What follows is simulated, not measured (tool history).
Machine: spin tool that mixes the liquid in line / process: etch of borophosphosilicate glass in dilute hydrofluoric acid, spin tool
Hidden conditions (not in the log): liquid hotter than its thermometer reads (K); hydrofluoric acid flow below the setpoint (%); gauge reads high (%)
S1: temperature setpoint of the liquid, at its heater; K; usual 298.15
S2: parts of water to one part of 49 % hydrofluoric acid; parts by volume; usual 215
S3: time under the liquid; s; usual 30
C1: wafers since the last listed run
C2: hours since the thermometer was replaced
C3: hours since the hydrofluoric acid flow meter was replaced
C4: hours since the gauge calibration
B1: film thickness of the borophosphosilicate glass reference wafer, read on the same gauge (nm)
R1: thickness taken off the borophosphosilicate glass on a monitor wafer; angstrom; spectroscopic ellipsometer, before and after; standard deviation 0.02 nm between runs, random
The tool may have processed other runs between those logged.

| run | day | S1 | S2 | S3 | C1 | C2 | C3 | C4 | B1 | R1 |
|---|---|---|---|---|---|---|---|---|---|---|
| 1 | 0 | 298.15 | 215 | 30 | 0 | 2012 | 2103.4 | 61.7 | 149.996 | 46.71 |
| 2 | 0.421 | 298.15 | 215 | 30 | 102 | 2022.1 | 2113.5 | 71.8 | 150.034 | 46.86 |
| 3 | 0.967 | 298.15 | 215 | 30 | 133 | 2035.2 | 2126.6 | 84.9 | 150.015 | 46.3 |
|  | 1.183 | gauge calibrated |
| 4 | 1.367 | 298.15 | 215 | 30 | 97 | 2044.8 | 2136.2 | 4.4 | 149.994 | 46.43 |
| 5 | 1.992 | 298.15 | 215 | 30 | 152 | 2059.8 | 2151.2 | 19.4 | 149.991 | 46.91 |
| 6 | 2.604 | 298.15 | 170 | 20 | 149 | 2074.5 | 2165.9 | 34.1 | 150.02 | 41.16 |
| 7 | 3.3 | 298.15 | 215 | 40 | 169 | 2091.2 | 2182.6 | 50.8 | 149.997 | 61.91 |
| 8 | 3.738 | 298.15 | 215 | 40 | 106 | 2101.7 | 2193.1 | 61.3 | 149.999 | 62.24 |
| 9 | 4.004 | 296.15 | 245 | 45 | 65 | 2108.1 | 2199.5 | 67.7 | 150.005 | 55.55 |
| 10 | 4.588 | 300.65 | 270 | 25 | 142 | 2122.1 | 2213.5 | 81.7 | 149.994 | 31.99 |
| 11 | 5.121 | 298.15 | 215 | 40 | 130 | 2134.9 | 2226.3 | 94.5 | 149.966 | 62.3 |
|  | 5.283 | hydrofluoric acid flow meter replaced |
|  | 5.425 | gauge calibrated |
|  | 5.633 | thermometer replaced |
| 12 | 5.654 | 298.15 | 215 | 40 | 109 | 0.5 | 8.9 | 5.5 | 150 | 62.02 |
| 13 | 6.038 | 298.15 | 170 | 40 | 93 | 9.7 | 18.1 | 14.7 | 149.997 | 83.02 |
| 14 | 6.446 | 298.15 | 265 | 30 | 99 | 19.5 | 27.9 | 24.5 | 149.978 | 36.02 |
| 15 | 7 | 298.15 | 265 | 45 | 135 | 32.8 | 41.2 | 37.8 | 149.975 | 53.75 |
| 16 | 7.346 | 295.65 | 215 | 15 | 84 | 41.1 | 49.5 | 46.1 | 150.034 | 21.27 |
| 17 | 7.667 | 298.15 | 130 | 40 | 78 | 48.8 | 57.2 | 53.8 | 149.978 | 112.72 |

Here are 5 independent what-if runs from the current tool condition. What would each one return?
| A | 7.683 | 298.15 | 215 | 20 | 4 | 49.2 | 57.6 | 54.2 | ? | ? |
| B | 7.683 | 296.65 | 215 | 30 | 4 | 49.2 | 57.6 | 54.2 | ? | ? |
| C | 7.683 | 298.15 | 175 | 30 | 4 | 49.2 | 57.6 | 54.2 | ? | ? |
| D | 7.683 | 293.65 | 215 | 30 | 4 | 49.2 | 57.6 | 54.2 | ? | ? |
| E | 7.683 | 301.15 | 215 | 20 | 4 | 49.2 | 57.6 | 54.2 | ? | ? |

| run | B1 | R1 |
|---|---|---|
| A | 150.003 | 30.9 |
| B | 150.003 | 43.88 |
| C | 150.003 | 59.52 |
| D | 150.003 | 39.22 |
| E | 150.003 | 34.38 |
Without the tool's hidden state the same runs would have given:
| run | R1 |
|---|---|
| A | 30.9 |
| B | 43.88 |
| C | 59.52 |
| D | 39.22 |
| E | 34.38 |
